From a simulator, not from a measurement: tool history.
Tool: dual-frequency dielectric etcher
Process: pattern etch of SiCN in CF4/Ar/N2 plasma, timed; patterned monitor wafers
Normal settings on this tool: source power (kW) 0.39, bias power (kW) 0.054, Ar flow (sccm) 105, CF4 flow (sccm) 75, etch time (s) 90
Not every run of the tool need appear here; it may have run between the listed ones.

| run | hour | source power (kW) | bias power (kW) | Ar flow (sccm) | CF4 flow (sccm) | etch time (s) | wafers since the last listed run | hours since the last wet clean | hours since the last source power generator calibration | hours since the last bias power generator calibration | hours since the last Ar flow controller change | hours since the last CF4 flow controller change | hours since the last upper electrode change | hours since the gauge calibration | read-back reference wafer on the same gauge, depth_nm | mean etch depth across the wafer (Å) |
|---|---|---|---|---|---|---|---|---|---|---|---|---|---|---|---|---|
| 1 | 0 | 0.39 | 0.054 | 105 | 75 | 90 | 0 | 541.8 | 2885.3 | 3511.8 | 4852.3 | 1325.7 | 210.2 | 2305.8 | 75.7 | 649 |
|  | 70.7 | wet clean of the chamber |
| 2 | 162.7 | 0.39 | 0.054 | 105 | 75 | 90 | 1309 | 92 | 3048 | 3674.5 | 5015 | 1488.4 | 372.9 | 2468.5 | 75.6 | 647 |
|  | 209.2 | Ar flow controller replaced |
|  | 210.7 | CF4 flow controller replaced |
| 3 | 266.9 | 0.46 | 0.054 | 105 | 75 | 90 | 912 | 196.2 | 3152.2 | 3778.7 | 57.7 | 56.2 | 477.1 | 2572.7 | 75.7 | 736 |
| 4 | 367.2 | 0.47 | 0.066 | 121 | 75 | 103.5 | 946 | 296.5 | 3252.5 | 3879 | 158 | 156.5 | 577.4 | 2673 | 75.7 | 897 |
|  | 390 | bias power generator calibrated |
| 5 | 414.8 | 0.3 | 0.06 | 105 | 64 | 114 | 411 | 344.1 | 3300.1 | 24.8 | 205.6 | 204.1 | 625 | 2720.6 | 75.7 | 684 |
|  | 704.8 | wet clean of the chamber |
| 6 | 706 | 0.39 | 0.054 | 120 | 75 | 90 | 2522 | 1.2 | 3591.3 | 316 | 496.8 | 495.3 | 916.2 | 3011.8 | 75.7 | 641 |
| 7 | 786.5 | 0.39 | 0.054 | 105 | 75 | 90 | 759 | 81.7 | 3671.8 | 396.5 | 577.3 | 575.8 | 996.7 | 3092.3 | 75.8 | 654 |
|  | 804.2 | gauge calibrated |
|  | 831.3 | source power generator calibrated |
| 8 | 873.1 | 0.39 | 0.067 | 86 | 87 | 90 | 779 | 168.3 | 41.8 | 483.1 | 663.9 | 662.4 | 1083.3 | 68.9 | 75.7 | 712 |
| 9 | 917.3 | 0.39 | 0.054 | 105 | 75 | 99.5 | 417 | 212.5 | 86 | 527.3 | 708.1 | 706.6 | 1127.5 | 113.1 | 75.6 | 700 |
| 10 | 968.8 | 0.3 | 0.061 | 86 | 81 | 90 | 486 | 264 | 137.5 | 578.8 | 759.6 | 758.1 | 1179 | 164.6 | 75.8 | 568 |
| 11 | 1064.2 | 0.39 | 0.045 | 105 | 86 | 90 | 900 | 359.4 | 232.9 | 674.2 | 855 | 853.5 | 1274.4 | 260 | 75.7 | 623 |
| 12 | 1111.6 | 0.39 | 0.054 | 105 | 75 | 90 | 447 | 406.8 | 280.3 | 721.6 | 902.4 | 900.9 | 1321.8 | 307.4 | 75.7 | 641 |
| 13 | 1157.7 | 0.39 | 0.059 | 105 | 91 | 90 | 435 | 452.9 | 326.4 | 767.7 | 948.5 | 947 | 1367.9 | 353.5 | 75.7 | 679 |
| 14 | 1239.1 | 0.33 | 0.054 | 105 | 75 | 90 | 768 | 534.3 | 407.8 | 849.1 | 1029.9 | 1028.4 | 1449.3 | 434.9 | 75.8 | 565 |
|  | 1284.6 | wet clean of the chamber |
| 15 | 1319.6 | 0.39 | 0.054 | 105 | 75 | 90 | 533 | 35 | 488.3 | 929.6 | 1110.4 | 1108.9 | 1529.8 | 515.4 | 75.7 | 634 |
| 16 | 1370.4 | 0.31 | 0.067 | 105 | 75 | 110.5 | 479 | 85.8 | 539.1 | 980.4 | 1161.2 | 1159.7 | 1580.6 | 566.2 | 75.7 | 706 |

Predict the results of run 17:
| 17 | 1442.1 | 0.33 | 0.054 | 122 | 87 | 90 | 676 | 157.5 | 610.8 | 1052.1 | 1232.9 | 1231.4 | 1652.3 | 637.9 | ? | ? |

read-back reference wafer on the same gauge, depth_nm: 75.7
mean etch depth across the wafer (Å): 565
With no hidden state in the tool, this same run would have given mean etch depth across the wafer (Å) 564.
